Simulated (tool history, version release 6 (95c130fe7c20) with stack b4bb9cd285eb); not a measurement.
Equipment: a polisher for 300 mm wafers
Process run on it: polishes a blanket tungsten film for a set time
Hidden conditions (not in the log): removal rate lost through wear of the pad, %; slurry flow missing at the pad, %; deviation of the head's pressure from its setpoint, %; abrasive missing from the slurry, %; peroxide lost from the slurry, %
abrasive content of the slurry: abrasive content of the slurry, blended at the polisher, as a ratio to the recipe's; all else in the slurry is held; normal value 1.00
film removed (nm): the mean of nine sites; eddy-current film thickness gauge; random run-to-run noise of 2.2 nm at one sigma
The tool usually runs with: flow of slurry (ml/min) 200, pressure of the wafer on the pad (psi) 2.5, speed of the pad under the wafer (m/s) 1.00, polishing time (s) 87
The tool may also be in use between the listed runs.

| run | hour | flow of slurry (ml/min) | pressure of the wafer on the pad (psi) | speed of the pad under the wafer (m/s) | abrasive content of the slurry | polishing time (s) | wafers since the last listed run | wafers polished on this pad | hours since the slurry nozzle was cleaned | hours since the head pressure was calibrated | hours since the slurry blender was calibrated | hours since the slurry got fresh peroxide | incoming thickness of the incoming film, nm | film removed (nm) |
|---|---|---|---|---|---|---|---|---|---|---|---|---|---|---|
| 1 | 0.0 | 230 | 2.5 | 1.00 | 1.00 | 97 | 0 | 3780 | 60.1 | 154.2 | 274.8 | 175.6 | 1523.5 | 260.8 |
|  | 36.1 | worn pad replaced by a new one |
| 2 | 44.7 | 200 | 2.9 | 1.00 | 1.00 | 67 | 436 | 91 | 104.8 | 198.9 | 319.5 | 220.3 | 1536.4 | 205.1 |
| 3 | 92.8 | 200 | 2.5 | 1.00 | 1.00 | 87 | 516 | 608 | 152.9 | 247.0 | 367.6 | 268.4 | 1550.7 | 228.3 |
| 4 | 143.8 | 200 | 2.5 | 1.00 | 1.00 | 87 | 547 | 1155 | 203.9 | 298.0 | 418.6 | 319.4 | 1522.3 | 229.5 |
|  | 157.7 | slurry blender recalibrated |
| 5 | 169.1 | 200 | 2.5 | 1.00 | 1.00 | 87 | 250 | 1405 | 229.2 | 323.3 | 11.4 | 344.7 | 1558.6 | 227.5 |
| 6 | 216.5 | 200 | 2.5 | 1.00 | 1.00 | 87 | 508 | 1914 | 276.6 | 370.7 | 58.8 | 392.1 | 1554.1 | 226.3 |
|  | 256.9 | slurry tank refilled with fresh slurry and peroxide |
| 7 | 257.4 | 200 | 2.5 | 1.00 | 1.00 | 87 | 428 | 2343 | 317.5 | 411.6 | 99.7 | 0.5 | 1545.2 | 229.0 |
| 8 | 308.6 | 235 | 2.5 | 1.00 | 1.00 | 59 | 549 | 2892 | 368.7 | 462.8 | 150.9 | 51.7 | 1546.7 | 158.9 |
| 9 | 361.8 | 180 | 3.2 | 1.00 | 1.00 | 87 | 571 | 3463 | 421.9 | 516.0 | 204.1 | 104.9 | 1518.6 | 294.7 |
|  | 394.7 | worn pad replaced by a new one |
| 10 | 419.2 | 200 | 2.5 | 0.82 | 0.80 | 87 | 573 | 263 | 479.3 | 573.4 | 261.5 | 162.3 | 1533.4 | 177.5 |
|  | 426.9 | slurry nozzle cleaned |
| 11 | 444.8 | 200 | 2.5 | 1.00 | 1.10 | 87 | 264 | 527 | 17.9 | 599.0 | 287.1 | 187.9 | 1546.7 | 236.1 |
|  | 510.3 | slurry blender recalibrated |
| 12 | 514.8 | 200 | 2.5 | 1.00 | 1.00 | 87 | 730 | 1257 | 87.9 | 669.0 | 4.5 | 257.9 | 1521.7 | 228.9 |
| 13 | 582.3 | 200 | 2.5 | 1.18 | 1.00 | 87 | 724 | 1982 | 155.4 | 736.5 | 72.0 | 325.4 | 1573.7 | 270.0 |
| 14 | 621.8 | 200 | 2.5 | 1.00 | 1.00 | 87 | 424 | 2406 | 194.9 | 776.0 | 111.5 | 364.9 | 1552.5 | 229.3 |
|  | 633.6 | head pressure recalibrated |
|  | 647.2 | slurry tank refilled with fresh slurry and peroxide |
| 15 | 670.4 | 135 | 1.6 | 1.00 | 1.25 | 87 | 489 | 2895 | 243.5 | 36.8 | 160.1 | 23.2 | 1537.7 | 149.6 |
| 16 | 725.1 | 200 | 2.5 | 0.82 | 1.00 | 65 | 587 | 3482 | 298.2 | 91.5 | 214.8 | 77.9 | 1568.9 | 140.6 |
| 17 | 753.3 | 130 | 2.5 | 0.90 | 1.10 | 87 | 302 | 3785 | 326.4 | 119.7 | 243.0 | 106.1 | 1546.9 | 198.1 |
| 18 | 777.4 | 200 | 1.8 | 0.78 | 0.80 | 105 | 258 | 4044 | 350.5 | 143.8 | 267.1 | 130.2 | 1563.6 | 146.8 |
|  | 833.9 | worn pad replaced by a new one |
|  | 838.1 | slurry nozzle cleaned |
| 19 | 845.3 | 230 | 2.5 | 1.00 | 1.00 | 77 | 675 | 112 | 7.2 | 211.7 | 335.0 | 198.1 | 1536.3 | 203.7 |
|  | 897.7 | slurry blender recalibrated |
| 20 | 916.9 | 200 | 3.3 | 1.00 | 1.00 | 87 | 747 | 859 | 78.8 | 283.3 | 19.2 | 269.7 | 1542.3 | 302.8 |
| 21 | 962.7 | 135 | 1.6 | 1.00 | 1.25 | 87 | 491 | 1351 | 124.6 | 329.1 | 65.0 | 315.5 | 1539.6 | 147.9 |
|  | 1006.0 | slurry tank refilled with fresh slurry and peroxide |
| 22 | 1008.6 | 200 | 3.0 | 1.00 | 0.90 | 87 | 482 | 1833 | 170.5 | 375.0 | 110.9 | 2.6 | 1525.5 | 268.0 |
| 23 | 1052.4 | 200 | 2.5 | 1.00 | 0.85 | 87 | 470 | 2303 | 214.3 | 418.8 | 154.7 | 46.4 | 1549.5 | 221.8 |
| 24 | 1086.4 | 200 | 1.9 | 1.00 | 1.00 | 87 | 365 | 2668 | 248.3 | 452.8 | 188.7 | 80.4 | 1532.0 | 170.4 |
| 25 | 1157.3 | 200 | 3.1 | 1.00 | 1.15 | 87 | 761 | 3429 | 319.2 | 523.7 | 259.6 | 151.3 | 1514.2 | 289.6 |

For each run, what was the tool's unlogged condition?
removal rate lost through wear of the pad, %: 0, the same for each run
slurry flow missing at the pad, %: 0, the same for each run
deviation of the head's pressure from its setpoint, %: 0, the same for each run
abrasive missing from the slurry, %: 0, the same for each run
peroxide lost from the slurry, %: 0, the same for each run
